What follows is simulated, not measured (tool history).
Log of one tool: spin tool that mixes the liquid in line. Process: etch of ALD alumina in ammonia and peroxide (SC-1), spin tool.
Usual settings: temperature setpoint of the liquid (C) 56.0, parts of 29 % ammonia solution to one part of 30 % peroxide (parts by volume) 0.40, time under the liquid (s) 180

| run | hour | temperature setpoint of the liquid (C) | parts of 29 % ammonia solution to one part of 30 % peroxide (parts by volume) | time under the liquid (s) | read-back film thickness of the ALD alumina reference wafer, read on the same gauge (nm) | thickness taken off the ALD alumina on a monitor wafer (angstrom) |
|---|---|---|---|---|---|---|
| 1 | 0.0 | 56.0 | 0.40 | 225 | 119.98 | 97.0 |
| 2 | 7.2 | 56.0 | 0.40 | 180 | 119.96 | 77.8 |
| 3 | 41.1 | 58.5 | 0.40 | 255 | 120.02 | 125.6 |
| 4 | 50.2 | 52.0 | 0.35 | 265 | 119.98 | 91.3 |
|  | 60.7 | gauge calibrated |
|  | 63.3 | ammonia flow meter replaced |
| 5 | 63.8 | 56.0 | 0.25 | 240 | 119.98 | 99.3 |
| 6 | 79.4 | 60.5 | 0.45 | 145 | 120.02 | 79.9 |
| 7 | 91.7 | 59.5 | 0.25 | 215 | 119.98 | 105.7 |
|  | 99.5 | thermometer replaced |
| 8 | 102.7 | 56.0 | 0.40 | 180 | 119.94 | 77.4 |
| 9 | 118.7 | 56.0 | 0.50 | 220 | 120.02 | 96.7 |
|  | 120.0 | heated supply line repaired |
| 10 | 127.1 | 56.0 | 0.50 | 180 | 120.01 | 91.2 |
| 11 | 139.5 | 56.0 | 0.30 | 100 | 120.03 | 48.4 |
| 12 | 154.9 | 50.0 | 0.25 | 85 | 120.02 | 29.3 |
| 13 | 172.7 | 56.0 | 0.40 | 110 | 120.01 | 54.1 |
| 14 | 183.9 | 56.0 | 0.40 | 110 | 120.01 | 54.8 |
|  | 185.8 | new drum of ammonia solution connected |
| 15 | 199.9 | 56.0 | 0.40 | 180 | 119.98 | 89.3 |
| 16 | 211.5 | 46.5 | 0.40 | 110 | 119.97 | 32.2 |
| 17 | 220.5 | 62.5 | 0.55 | 110 | 120.00 | 78.3 |
| 18 | 230.9 | 65.0 | 0.40 | 180 | 119.99 | 140.1 |
| 19 | 278.4 | 62.5 | 0.40 | 180 | 120.01 | 123.8 |
| 20 | 286.2 | 56.0 | 0.50 | 145 | 119.99 | 72.7 |
| 21 | 300.8 | 60.5 | 0.30 | 225 | 120.01 | 136.0 |
| 22 | 309.9 | 56.0 | 0.40 | 225 | 120.00 | 110.1 |
| 23 | 316.4 | 60.5 | 0.50 | 180 | 120.01 | 113.2 |
| 24 | 322.8 | 56.0 | 0.40 | 180 | 120.00 | 88.8 |

Below, each run's measurement less what the same run would have read without the hidden state. Both values contain the same run-to-run variation, but the gauge's scatter may not be the same in both:
The hidden state here: liquid colder than its thermometer reads (K); ammonia flow below the setpoint (%); temperature lost on the way to the wafer (K); ammonia solution weaker than its label (%); gauge reads high (%).
| run | thickness taken off the ALD alumina on a monitor wafer (angstrom) |
|---|---|
| 1 | -14.7 |
| 2 | -11.8 |
| 3 | -19.2 |
| 4 | -14.7 |
| 5 | -15.6 |
| 6 | -12.3 |
| 7 | -16.5 |
| 8 | -12.5 |
| 9 | -15.9 |
| 10 | -0.1 |
| 11 | -0.1 |
| 12 | -0.1 |
| 13 | -0.3 |
| 14 | -0.4 |
| 15 | -0.7 |
| 16 | -0.4 |
| 17 | -0.7 |
| 18 | -1.4 |
| 19 | -1.7 |
| 20 | -1.2 |
| 21 | -2.3 |
| 22 | -2.0 |
| 23 | -1.9 |
| 24 | -1.7 |
